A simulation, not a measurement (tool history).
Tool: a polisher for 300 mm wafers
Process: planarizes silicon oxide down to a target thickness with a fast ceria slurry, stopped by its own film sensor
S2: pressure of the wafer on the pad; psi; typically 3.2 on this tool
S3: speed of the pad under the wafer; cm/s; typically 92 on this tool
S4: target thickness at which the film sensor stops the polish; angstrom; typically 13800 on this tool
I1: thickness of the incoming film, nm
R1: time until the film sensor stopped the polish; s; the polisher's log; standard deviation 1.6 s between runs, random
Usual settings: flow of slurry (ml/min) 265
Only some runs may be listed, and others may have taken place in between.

Run 1, day 0: usual settings but flow of slurry (ml/min) 300; I1 2590.7. Result: R1 88.7 s.
Run 2, day 2.288: usual settings but S2 2.9 psi; I1 2572.2. Result: R1 98.4 s.
Run 3, day 4.146: usual settings but S2 3.6 psi; I1 2582.6. Result: R1 83 s.
Run 4, day 5.588: usual settings but S2 3.6 psi; I1 2610.8. Result: R1 85.7 s.
Run 5, day 7.175: usual settings; I1 2601.1. Result: R1 84.4 s.
Run 6, day 8.979: usual settings but S2 4.1 psi, S4 10860 angstrom; I1 2614.1. Result: R1 87.2 s.
Run 7, day 16: usual settings; I1 2587.8. Result: R1 89.4 s.
Run 8, day 18.208: usual settings; I1 2657.1. Result: R1 97.2 s.
Run 9, day 20.204: usual settings; I1 2592.8. Result: R1 95.7 s.
Run 10, day 22.379: usual settings; I1 2626.9. Result: R1 99.1 s.
Run 11, day 24.758: usual settings; I1 2568.9. Result: R1 101 s.
Run 12, day 27.508: usual settings; I1 2634.6. Result: R1 108.5 s.
Run 13, day 29.175: usual settings but S2 3.6 psi; I1 2649.7. Result: R1 87.2 s.
Run 14, day 31.925: usual settings but S4 10930 angstrom; I1 2616.5. Result: R1 119.7 s.
Run 15, day 33.771: usual settings; I1 2648.3. Result: R1 102.4 s.
Run 16, day 35.975: usual settings but flow of slurry (ml/min) 225, S4 15100 angstrom; I1 2616.2. Result: R1 88.2 s.
Run 17, day 38.708: usual settings but S3 74 cm/s; I1 2592.4. Result: R1 112.1 s.
Run 18, day 40.862: usual settings but flow of slurry (ml/min) 230, S2 2.1 psi, S3 116 cm/s, S4 11940 angstrom; I1 2602.6. Result: R1 128.9 s.
Run 19, day 43.525: usual settings but flow of slurry (ml/min) 340; I1 2626.7. Result: R1 97.1 s.
Run 20, day 46.05: usual settings but flow of slurry (ml/min) 225, S2 2.6 psi; I1 2548.6. Result: R1 112.5 s.
Run 21, day 47.846: usual settings but S3 80 cm/s; I1 2617.3. Result: R1 102.4 s.

The log once held 8 entries between its listed runs, left out of this copy. Where does each go, and what is different about the tool's unlogged condition between the listed run before it and the listed run after it?
Between runs 4 and 5: worn pad replaced by a new one (day 6.525)
  removal rate lost through wear of the pad, %: 13 -> 2.45; deviation of the head's pressure from its setpoint, %: 8.68 -> 9.02
  measured value less the no-hidden-state value, R1: +5.2 -> -4.8 s
Between runs 5 and 6: slurry nozzle cleaned (day 7.238)
  removal rate lost through wear of the pad, %: 2.45 -> 6.9; deviation of the head's pressure from its setpoint, %: 9.02 -> 9.4
  measured value less the no-hidden-state value, R1: -4.8 -> -1 s
Between runs 7 and 8: worn pad replaced by a new one (day 17.304); head pressure recalibrated (day 18.188)
  removal rate lost through wear of the pad, %: 12.1 -> 5.35; deviation of the head's pressure from its setpoint, %: 10.9 -> -0.472
  measured value less the no-hidden-state value, R1: +2.9 -> +5.6 s
Between runs 12 and 13: worn pad replaced by a new one (day 27.783)
  removal rate lost through wear of the pad, %: 14.3 -> 4.51; deviation of the head's pressure from its setpoint, %: 1.51 -> 1.86
  measured value less the no-hidden-state value, R1: +14.3 -> +2.5 s
Between runs 13 and 14: slurry nozzle cleaned (day 31.271)
  removal rate lost through wear of the pad, %: 4.51 -> 9.22; deviation of the head's pressure from its setpoint, %: 1.86 -> 2.45
  measured value less the no-hidden-state value, R1: +2.5 -> +8.5 s
Between runs 16 and 17: worn pad replaced by a new one (day 37.038)
  removal rate lost through wear of the pad, %: 11.7 -> 6.7; deviation of the head's pressure from its setpoint, %: 3.31 -> 3.89
  measured value less the no-hidden-state value, R1: +7.9 -> +3.8 s
Between runs 20 and 21: worn pad replaced by a new one (day 46.304)
  removal rate lost through wear of the pad, %: 13.4 -> 5.45; deviation of the head's pressure from its setpoint, %: 5.46 -> 5.84
  measured value less the no-hidden-state value, R1: +10.2 -> +0.3 s
